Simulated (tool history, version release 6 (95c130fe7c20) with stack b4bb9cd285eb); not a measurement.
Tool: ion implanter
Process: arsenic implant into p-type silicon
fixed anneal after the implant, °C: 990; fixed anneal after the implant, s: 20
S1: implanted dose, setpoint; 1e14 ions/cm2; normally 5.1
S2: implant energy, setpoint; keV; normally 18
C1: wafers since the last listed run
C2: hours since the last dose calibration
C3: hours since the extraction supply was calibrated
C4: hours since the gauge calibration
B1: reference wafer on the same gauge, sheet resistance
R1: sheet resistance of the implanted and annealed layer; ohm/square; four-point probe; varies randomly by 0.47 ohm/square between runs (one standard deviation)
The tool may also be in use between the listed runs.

| run | day | S1 | S2 | C1 | C2 | C3 | C4 | B1 | R1 |
|---|---|---|---|---|---|---|---|---|---|
| 1 | 0 | 5.1 | 18 | 0 | 39 | 4423.9 | 1788.8 | 165.05 | 203.86 |
| 2 | 2.933 | 4.73 | 21.5 | 926 | 109.4 | 4494.3 | 1859.2 | 165.12 | 208.51 |
| 3 | 5.633 | 4.73 | 21.5 | 853 | 174.2 | 4559.1 | 1924 | 165.01 | 208.77 |
| 4 | 7.617 | 4.73 | 21.5 | 626 | 221.8 | 4606.7 | 1971.6 | 165.02 | 208.16 |
| 5 | 14.729 | 4.03 | 18 | 2247 | 392.5 | 4777.4 | 2142.3 | 165.01 | 238.99 |
| 6 | 16.254 | 4.03 | 18 | 481 | 429.1 | 4814 | 2178.9 | 164.99 | 239.04 |
| 7 | 18.962 | 4.03 | 18 | 855 | 494.1 | 4879 | 2243.9 | 165.08 | 238.98 |
| 8 | 20.846 | 5.1 | 21.5 | 595 | 539.3 | 4924.2 | 2289.1 | 165.09 | 197.38 |
| 9 | 22.975 | 5.1 | 18 | 672 | 590.4 | 4975.3 | 2340.2 | 164.98 | 201.69 |
| 10 | 28.412 | 5.1 | 18 | 1718 | 720.9 | 5105.8 | 2470.7 | 165.01 | 200.66 |
| 11 | 30.871 | 5.1 | 14.5 | 776 | 779.9 | 5164.8 | 2529.7 | 164.92 | 207.6 |
|  | 32.838 | Faraday cup replaced and dose calibrated |
| 12 | 32.858 | 5.1 | 18 | 522 | 0.5 | 5212.5 | 2577.4 | 165.01 | 203.89 |
| 13 | 34.329 | 5.1 | 18 | 464 | 35.8 | 5247.8 | 2612.7 | 165.08 | 203.76 |
| 14 | 36.467 | 5.1 | 18 | 675 | 87.1 | 5299.1 | 2664 | 165.06 | 202.62 |
| 15 | 37.983 | 5.1 | 18 | 479 | 123.5 | 5335.5 | 2700.4 | 165.06 | 203.77 |
| 16 | 45.808 | 5.1 | 18 | 2472 | 311.3 | 5523.3 | 2888.2 | 165.07 | 202.33 |
| 17 | 48.521 | 5.1 | 18 | 857 | 376.4 | 5588.4 | 2953.3 | 164.92 | 202.48 |
|  | 50.879 | gauge calibrated |
| 18 | 51.496 | 5.1 | 18 | 940 | 447.8 | 5659.8 | 14.8 | 165.04 | 202.27 |
| 19 | 54.496 | 4.26 | 13.5 | 947 | 519.8 | 5731.8 | 86.8 | 165.04 | 236.59 |
| 20 | 56.167 | 4.61 | 24 | 527 | 559.9 | 5771.9 | 126.9 | 164.97 | 207.06 |
| 21 | 59.683 | 5.79 | 20 | 1111 | 644.3 | 5856.3 | 211.3 | 165.02 | 181.45 |
| 22 | 61.012 | 4.46 | 15.5 | 419 | 676.2 | 5888.2 | 243.2 | 164.97 | 224.98 |
| 23 | 63.592 | 6.46 | 18 | 814 | 738.1 | 5950.1 | 305.1 | 165.08 | 172.33 |
|  | 68.162 | extraction supply calibrated |
| 24 | 69.733 | 5.1 | 18 | 1835 | 885.5 | 37.7 | 452.5 | 165.04 | 201.19 |
|  | 70.738 | Faraday cup replaced and dose calibrated |
| 25 | 71.246 | 5.1 | 18 | 372 | 12.2 | 74 | 488.8 | 165.05 | 204.46 |
| 26 | 72.321 | 5.1 | 14.5 | 339 | 38 | 99.8 | 514.6 | 164.97 | 210.32 |
| 27 | 75.308 | 4.12 | 21.5 | 943 | 109.7 | 171.5 | 586.3 | 164.92 | 229.97 |
| 28 | 76.917 | 5.57 | 22.5 | 508 | 148.3 | 210.1 | 624.9 | 164.98 | 184.31 |
| 29 | 79.058 | 4 | 13 | 676 | 199.7 | 261.5 | 676.3 | 165.06 | 250.22 |
| 30 | 80.979 | 3.96 | 14 | 606 | 245.8 | 307.6 | 722.4 | 165.1 | 249.23 |
| 31 | 83.812 | 5.1 | 18 | 895 | 313.8 | 375.6 | 790.4 | 164.96 | 202.29 |
| 32 | 85.208 | 4.52 | 21 | 441 | 347.3 | 409.1 | 823.9 | 165.14 | 215.03 |
| 33 | 88.112 | 4.09 | 14 | 917 | 417 | 478.8 | 893.6 | 165.01 | 242.61 |
| 34 | 90.142 | 5.58 | 13 | 641 | 465.7 | 527.5 | 942.3 | 165.03 | 197.62 |
| 35 | 92.529 | 6.47 | 13.5 | 754 | 523 | 584.8 | 999.6 | 165.04 | 180.65 |
| 36 | 95.017 | 4.03 | 18 | 785 | 582.7 | 644.5 | 1059.3 | 165.03 | 236.83 |

Per-run results on a tool with no hidden state, each run keeping its own random variation:
The hidden state here: deviation of the true dose from the Faraday cup's reading, %; deviation of the true energy from its setpoint, %; gauge reads high (%).
| run | R1 |
|---|---|
| 1 | 203.88 |
| 2 | 209.12 |
| 3 | 209.81 |
| 4 | 209.47 |
| 5 | 241.32 |
| 6 | 241.5 |
| 7 | 241.62 |
| 8 | 199.57 |
| 9 | 203.95 |
| 10 | 203.07 |
| 11 | 210.08 |
| 12 | 204.2 |
| 13 | 204.4 |
| 14 | 203.66 |
| 15 | 205.08 |
| 16 | 204.56 |
| 17 | 204.92 |
| 18 | 204.91 |
| 19 | 239.98 |
| 20 | 210.16 |
| 21 | 184.06 |
| 22 | 228.44 |
| 23 | 174.69 |
| 24 | 204.37 |
| 25 | 204.91 |
| 26 | 211 |
| 27 | 231.46 |
| 28 | 185.68 |
| 29 | 252.53 |
| 30 | 251.83 |
| 31 | 204.55 |
| 32 | 217.69 |
| 33 | 245.87 |
| 34 | 200.02 |
| 35 | 182.72 |
| 36 | 240.46 |

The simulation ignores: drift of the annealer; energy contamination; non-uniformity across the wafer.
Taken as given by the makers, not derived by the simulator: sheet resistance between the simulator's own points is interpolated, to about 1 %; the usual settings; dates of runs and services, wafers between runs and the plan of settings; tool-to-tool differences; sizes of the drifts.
